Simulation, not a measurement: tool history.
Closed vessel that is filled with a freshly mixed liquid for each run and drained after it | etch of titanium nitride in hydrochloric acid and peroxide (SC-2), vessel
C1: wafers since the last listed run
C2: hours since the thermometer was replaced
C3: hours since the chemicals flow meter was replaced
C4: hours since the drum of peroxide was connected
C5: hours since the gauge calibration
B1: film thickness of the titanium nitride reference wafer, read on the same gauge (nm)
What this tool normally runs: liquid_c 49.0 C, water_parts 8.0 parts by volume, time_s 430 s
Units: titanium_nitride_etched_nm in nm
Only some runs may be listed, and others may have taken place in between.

Run 1, hour 0.0: usual settings; C1 0; C2 784.3; C3 724.0; C4 409.0; C5 373.6; B1 59.98. Result: titanium_nitride_etched_nm 12.43 nm.
Run 2, hour 69.5: usual settings; C1 5228; C2 853.8; C3 793.5; C4 478.5; C5 443.1; B1 60.02. Result: titanium_nitride_etched_nm 12.31 nm.
Run 3, hour 113.9: usual settings; C1 3340; C2 898.2; C3 837.9; C4 522.9; C5 487.5; B1 59.99. Result: titanium_nitride_etched_nm 12.50 nm.
At hour 136.8: new drum of peroxide connected.
Run 4, hour 215.4: usual settings but time_s 535 s; C1 7560; C2 999.7; C3 939.4; C4 78.6; C5 589.0; B1 59.99. Result: titanium_nitride_etched_nm 15.70 nm.
Run 5, hour 315.4: usual settings but time_s 535 s; C1 7522; C2 1099.7; C3 1039.4; C4 178.6; C5 689.0; B1 60.03. Result: titanium_nitride_etched_nm 15.56 nm.
Run 6, hour 376.3: usual settings but time_s 535 s; C1 4581; C2 1160.6; C3 1100.3; C4 239.5; C5 749.9; B1 59.98. Result: titanium_nitride_etched_nm 15.32 nm.
Run 7, hour 461.0: usual settings; C1 6371; C2 1245.3; C3 1185.0; C4 324.2; C5 834.6; B1 60.04. Result: titanium_nitride_etched_nm 12.44 nm.
Run 8, hour 550.9: usual settings; C1 6763; C2 1335.2; C3 1274.9; C4 414.1; C5 924.5; B1 60.01. Result: titanium_nitride_etched_nm 12.22 nm.
Run 9, hour 629.0: usual settings but time_s 615 s; C1 5875; C2 1413.3; C3 1353.0; C4 492.2; C5 1002.6; B1 60.06. Result: titanium_nitride_etched_nm 17.35 nm.
Run 10, hour 703.1: usual settings but time_s 615 s; C1 5574; C2 1487.4; C3 1427.1; C4 566.3; C5 1076.7; B1 59.97. Result: titanium_nitride_etched_nm 17.53 nm.
At hour 737.9: new drum of peroxide connected.
Run 11, hour 791.8: usual settings but time_s 615 s; C1 6597; C2 1576.1; C3 1515.8; C4 53.9; C5 1165.4; B1 60.00. Result: titanium_nitride_etched_nm 17.08 nm.
At hour 830.4: thermometer replaced.
Run 12, hour 885.4: usual settings; C1 6966; C2 55.0; C3 1609.4; C4 147.5; C5 1259.0; B1 59.95. Result: titanium_nitride_etched_nm 12.02 nm.
Run 13, hour 1172.3: usual settings; C1 21583; C2 341.9; C3 1896.3; C4 434.4; C5 1545.9; B1 59.99. Result: titanium_nitride_etched_nm 11.67 nm.
At hour 1190.1: new drum of peroxide connected, repeated, since the last time left the tool worse.
Run 14, hour 1278.1: usual settings but water_parts 6.0 parts by volume; C1 7883; C2 447.7; C3 2002.1; C4 88.0; C5 1651.7; B1 60.03. Result: titanium_nitride_etched_nm 15.92 nm.
Run 15, hour 1316.0: usual settings but water_parts 6.0 parts by volume; C1 2851; C2 485.6; C3 2040.0; C4 125.9; C5 1689.6; B1 60.02. Result: titanium_nitride_etched_nm 16.04 nm.
At hour 1318.4: chemicals flow meter replaced.
Run 16, hour 1397.0: usual settings but water_parts 5.5 parts by volume, time_s 620 s; C1 6018; C2 566.6; C3 78.6; C4 206.9; C5 1770.6; B1 59.99. Result: titanium_nitride_etched_nm 24.73 nm.
Run 17, hour 1498.3: usual settings but liquid_c 54.5 C, water_parts 11.0 parts by volume, time_s 240 s; C1 7620; C2 667.9; C3 179.9; C4 308.2; C5 1871.9; B1 60.01. Result: titanium_nitride_etched_nm 7.80 nm.
Run 18, hour 1569.3: usual settings but water_parts 6.0 parts by volume; C1 5341; C2 738.9; C3 250.9; C4 379.2; C5 1942.9; B1 60.03. Result: titanium_nitride_etched_nm 15.86 nm.
At hour 1573.3: gauge calibrated.
Run 19, hour 1643.1: usual settings but water_parts 11.0 parts by volume; C1 5551; C2 812.7; C3 324.7; C4 453.0; C5 69.8; B1 59.99. Result: titanium_nitride_etched_nm 9.62 nm.
At hour 1686.5: new drum of peroxide connected.
Run 20, hour 1726.1: usual settings; C1 6168; C2 895.7; C3 407.7; C4 39.6; C5 152.8; B1 60.03. Result: titanium_nitride_etched_nm 12.73 nm.
Run 21, hour 1802.2: usual settings but water_parts 12.0 parts by volume, time_s 185 s; C1 5724; C2 971.8; C3 483.8; C4 115.7; C5 228.9; B1 60.03. Result: titanium_nitride_etched_nm 3.93 nm.
Run 22, hour 1883.5: usual settings but liquid_c 44.5 C, water_parts 11.0 parts by volume; C1 6116; C2 1053.1; C3 565.1; C4 197.0; C5 310.2; B1 60.01. Result: titanium_nitride_etched_nm 7.10 nm.
Run 23, hour 1944.6: usual settings; C1 4596; C2 1114.2; C3 626.2; C4 258.1; C5 371.3; B1 60.02. Result: titanium_nitride_etched_nm 12.57 nm.
Run 24, hour 1983.2: usual settings but water_parts 11.0 parts by volume, time_s 310 s; C1 2903; C2 1152.8; C3 664.8; C4 296.7; C5 409.9; B1 60.04. Result: titanium_nitride_etched_nm 6.99 nm.
Run 25, hour 2033.8: usual settings but liquid_c 59.0 C, water_parts 6.5 parts by volume; C1 3806; C2 1203.4; C3 715.4; C4 347.3; C5 460.5; B1 59.99. Result: titanium_nitride_etched_nm 28.26 nm.
Run 26, hour 2101.5: usual settings; C1 5092; C2 1271.1; C3 783.1; C4 415.0; C5 528.2; B1 59.97. Result: titanium_nitride_etched_nm 12.42 nm.
Run 27, hour 2150.0: usual settings but water_parts 11.5 parts by volume, time_s 585 s; C1 3648; C2 1319.6; C3 831.6; C4 463.5; C5 576.7; B1 59.98. Result: titanium_nitride_etched_nm 12.63 nm.
Run 28, hour 2202.7: usual settings but liquid_c 42.0 C, water_parts 10.0 parts by volume, time_s 220 s; C1 3964; C2 1372.3; C3 884.3; C4 516.2; C5 629.4; B1 59.99. Result: titanium_nitride_etched_nm 3.30 nm.
Run 29, hour 2289.3: usual settings but liquid_c 53.5 C, time_s 605 s; C1 6514; C2 1458.9; C3 970.9; C4 602.8; C5 716.0; B1 59.98. Result: titanium_nitride_etched_nm 23.56 nm.
At hour 2301.0: new drum of peroxide connected.
At hour 2345.5: thermometer replaced.
Run 30, hour 2367.0: usual settings; C1 5694; C2 21.5; C3 1048.6; C4 66.0; C5 793.7; B1 60.00. Result: titanium_nitride_etched_nm 12.76 nm.

Here are 3 independent what-if runs from the current tool condition. What would each one return?
Run A, hour 2367.8: usual settings but liquid_c 58.0 C; C1 60; C2 22.3; C3 1049.4; C4 66.8; C5 794.5; B1 ?. Result: titanium_nitride_etched_nm ?.
Run B, hour 2367.8: usual settings but liquid_c 56.5 C, water_parts 6.0 parts by volume, time_s 240 s; C1 60; C2 22.3; C3 1049.4; C4 66.8; C5 794.5; B1 ?. Result: titanium_nitride_etched_nm ?.
Run C, hour 2367.8: usual settings but liquid_c 44.0 C, water_parts 6.5 parts by volume; C1 60; C2 22.3; C3 1049.4; C4 66.8; C5 794.5; B1 ?. Result: titanium_nitride_etched_nm ?.

run     B1  titanium_nitride_etched_nm
  A  59.95                       23.41
  B  59.95                       14.85
  C  59.95                       10.89
Take away the tool's hidden state, keep each run's random variation, and the runs would have read:
run  titanium_nitride_etched_nm
  A                       23.53
  B                       14.92
  C                       10.94

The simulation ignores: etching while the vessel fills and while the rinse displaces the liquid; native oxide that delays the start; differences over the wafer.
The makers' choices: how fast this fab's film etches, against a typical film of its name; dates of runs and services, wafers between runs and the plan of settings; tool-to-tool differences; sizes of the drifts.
